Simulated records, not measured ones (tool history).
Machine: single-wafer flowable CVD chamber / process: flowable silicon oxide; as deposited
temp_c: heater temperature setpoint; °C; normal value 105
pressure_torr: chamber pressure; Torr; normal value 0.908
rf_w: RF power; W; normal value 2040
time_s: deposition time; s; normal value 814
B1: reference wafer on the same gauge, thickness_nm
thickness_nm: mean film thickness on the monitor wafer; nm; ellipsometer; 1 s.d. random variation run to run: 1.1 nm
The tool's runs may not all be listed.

Run 1, hour 0: usual settings; B1 572.932. Result: thickness_nm 497.677 nm.
Run 2, hour 52.4: usual settings but temp_c 97 °C; B1 572.917. Result: thickness_nm 651.982 nm.
At hour 118.8: RF generator calibrated.
Run 3, hour 119.3: usual settings but temp_c 97 °C; B1 572.832. Result: thickness_nm 653.46 nm.
Run 4, hour 207.3: usual settings; B1 573.053. Result: thickness_nm 499.729 nm.
Run 5, hour 313.9: usual settings; B1 573.131. Result: thickness_nm 500.29 nm.
Run 6, hour 404.9: usual settings; B1 572.503. Result: thickness_nm 501.03 nm.
At hour 453.5: capacitance manometer re-zeroed and calibrated.
Run 7, hour 501.9: usual settings; B1 573.262. Result: thickness_nm 502.936 nm.
Run 8, hour 554: usual settings but time_s 707 s; B1 573.077. Result: thickness_nm 436.793 nm.
Run 9, hour 647: usual settings but time_s 707 s; B1 572.815. Result: thickness_nm 437.359 nm.
Run 10, hour 702.7: usual settings but time_s 707 s; B1 573.41. Result: thickness_nm 438.784 nm.
Run 11, hour 786.1: usual settings but pressure_torr 1.114 Torr; B1 573.181. Result: thickness_nm 616.915 nm.
Run 12, hour 831.4: usual settings; B1 572.86. Result: thickness_nm 505.342 nm.
Run 13, hour 870.6: usual settings but temp_c 99 °C, pressure_torr 0.814 Torr, rf_w 2335 W, time_s 723 s; B1 572.943. Result: thickness_nm 504.765 nm.
At hour 963.3: showerhead replaced.
Run 14, hour 972.4: usual settings but temp_c 119 °C, pressure_torr 1.015 Torr, time_s 700 s; B1 573.145. Result: thickness_nm 311.223 nm.
At hour 997.5: gauge calibrated.
Run 15, hour 1052.9: usual settings but temp_c 100 °C, pressure_torr 1.074 Torr, time_s 950 s; B1 573.286. Result: thickness_nm 828.426 nm.
At hour 1062.9: thermocouple changed; heater temperature recalibrated.
Run 16, hour 1104: usual settings but temp_c 101 °C, pressure_torr 1.069 Torr, time_s 857 s; B1 572.791. Result: thickness_nm 705.974 nm.
At hour 1130.6: RF generator calibrated.
Run 17, hour 1205.4: usual settings but temp_c 115 °C, pressure_torr 0.85 Torr, time_s 967 s; B1 572.918. Result: thickness_nm 400.314 nm.
Run 18, hour 1249.5: usual settings; B1 573.145. Result: thickness_nm 495.468 nm.
Run 19, hour 1307.8: usual settings; B1 572.332. Result: thickness_nm 497.245 nm.
Run 20, hour 1392.1: usual settings but pressure_torr 0.748 Torr, time_s 709 s; B1 572.614. Result: thickness_nm 355.807 nm.
Run 21, hour 1432.1: usual settings; B1 572.85. Result: thickness_nm 499.381 nm.

Consider 3 possible next runs. They are alternatives, not a sequence: every one starts from the tool as it was left by run 21. What does each give?
Run A, hour 1432.7: usual settings but time_s 654 s; B1 ?. Result: thickness_nm ?.
Run B, hour 1432.7: usual settings but rf_w 2150 W, time_s 652 s; B1 ?. Result: thickness_nm ?.
Run C, hour 1432.7: usual settings but pressure_torr 1.095 Torr, time_s 868 s; B1 ?. Result: thickness_nm ?.

run       B1  thickness_nm
  A  573.261       401.053
  B  573.261       405.113
  C  573.261       642.497
Without the tool's hidden state the same runs would have given:
run  thickness_nm
  A       399.185
  B       403.226
  C       639.505

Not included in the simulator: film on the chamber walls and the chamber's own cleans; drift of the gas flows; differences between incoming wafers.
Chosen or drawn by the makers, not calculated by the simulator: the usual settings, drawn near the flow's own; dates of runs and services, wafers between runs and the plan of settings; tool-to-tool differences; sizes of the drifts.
